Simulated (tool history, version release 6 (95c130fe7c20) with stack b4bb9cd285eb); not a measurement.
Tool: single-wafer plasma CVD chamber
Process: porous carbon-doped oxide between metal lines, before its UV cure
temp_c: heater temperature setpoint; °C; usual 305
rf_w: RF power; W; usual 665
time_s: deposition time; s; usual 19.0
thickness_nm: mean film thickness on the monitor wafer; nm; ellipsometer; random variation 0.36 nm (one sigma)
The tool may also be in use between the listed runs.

run    hour  temp_c  rf_w  time_s  read-back reference wafer on the same gauge, thickness_nm  thickness_nm
  1     0.0     312   665    19.0                                                    127.066       117.509
  2    54.3     312   665    19.0                                                    127.091       118.632
  3   120.9     312   665    19.0                                                    127.081       118.077
  4   164.2     305   665    19.0                                                    127.023       122.239
  5   211.7     305   665    19.0                                                    127.109       121.418
  6   356.1     305   665    19.0                                                    126.954       121.304
  7   382.8     305   665    19.0                                                    126.906       120.464
  8   434.0     305   665    19.0                                                    127.018       120.587
  9   478.9     305   665    19.0                                                    127.092       119.613
      637.7  -- thermocouple changed; heater temperature recalibrated
 10   686.3     301   665    19.0                                                    127.030       125.247
      749.3  -- showerhead replaced
 11   754.8     301   665    19.0                                                    126.975       124.954
      844.6  -- RF generator calibrated
 12   936.2     301   665    19.0                                                    126.989       126.563
 13   996.8     305   665    19.0                                                    126.972       124.022
 14  1028.9     305   665    19.0                                                    127.018       123.273
 15  1065.0     305   665    19.0                                                    126.975       124.417
 16  1223.9     305   665    19.0                                                    127.057       123.295
 17  1285.8     318   620    20.0                                                    126.988       115.468
 18  1349.3     291   705    16.0                                                    126.948       116.896
 19  1402.1     305   665    19.0                                                    127.018       123.079
 20  1469.0     300   665    19.0                                                    127.105       126.054
 21  1509.9     305   665    15.5                                                    126.961       100.614
     1549.5  -- gauge calibrated
 22  1580.9     311   665    21.1                                                    127.057       130.938
 23  1613.2     305   665    16.1                                                    126.947       104.537
 24  1757.8     318   620    20.0                                                    127.047       113.929
 25  1782.7     301   550    15.2                                                    126.950        85.493
     1853.4  -- RF generator calibrated
 26  1853.9     290   545    16.8                                                    127.006       100.612
 27  1898.6     305   665    19.0                                                    126.999       122.782
 28  1955.7     305   770    16.3                                                    127.009       118.324
 29  1993.0     309   665    19.0                                                    127.023       120.352
 30  2037.7     305   765    19.0                                                    127.083       136.548
 31  2078.7     315   535    21.6                                                    127.025       112.068
 32  2115.9     294   580    22.5                                                    127.096       136.678
 33  2234.2     305   665    19.0                                                    126.993       122.195
 34  2288.3     291   665    19.0                                                    127.050       130.514
 35  2313.0     301   665    20.2                                                    126.949       131.126

The same runs without the tool's hidden state, with the same run-to-run variation:
The hidden state here: wafer temperature above the value expected at the setpoint (K); delivered RF power above the setpoint (%); gauge reads high (%).
run  thickness_nm
  1       120.105
  2       121.380
  3       120.984
  4       125.500
  5       124.805
  6       125.195
  7       124.430
  8       124.761
  9       123.940
 10       127.326
 11       127.404
 12       127.350
 13       124.910
 14       124.226
 15       125.465
 16       124.767
 17       116.974
 18       118.760
 19       125.154
 20       128.467
 21       102.661
 22       133.858
 23       107.052
 24       117.251
 25        88.206
 26       102.341
 27       124.823
 28       120.392
 29       122.473
 30       139.127
 31       114.159
 32       139.629
 33       125.024
 34       133.911
 35       134.467

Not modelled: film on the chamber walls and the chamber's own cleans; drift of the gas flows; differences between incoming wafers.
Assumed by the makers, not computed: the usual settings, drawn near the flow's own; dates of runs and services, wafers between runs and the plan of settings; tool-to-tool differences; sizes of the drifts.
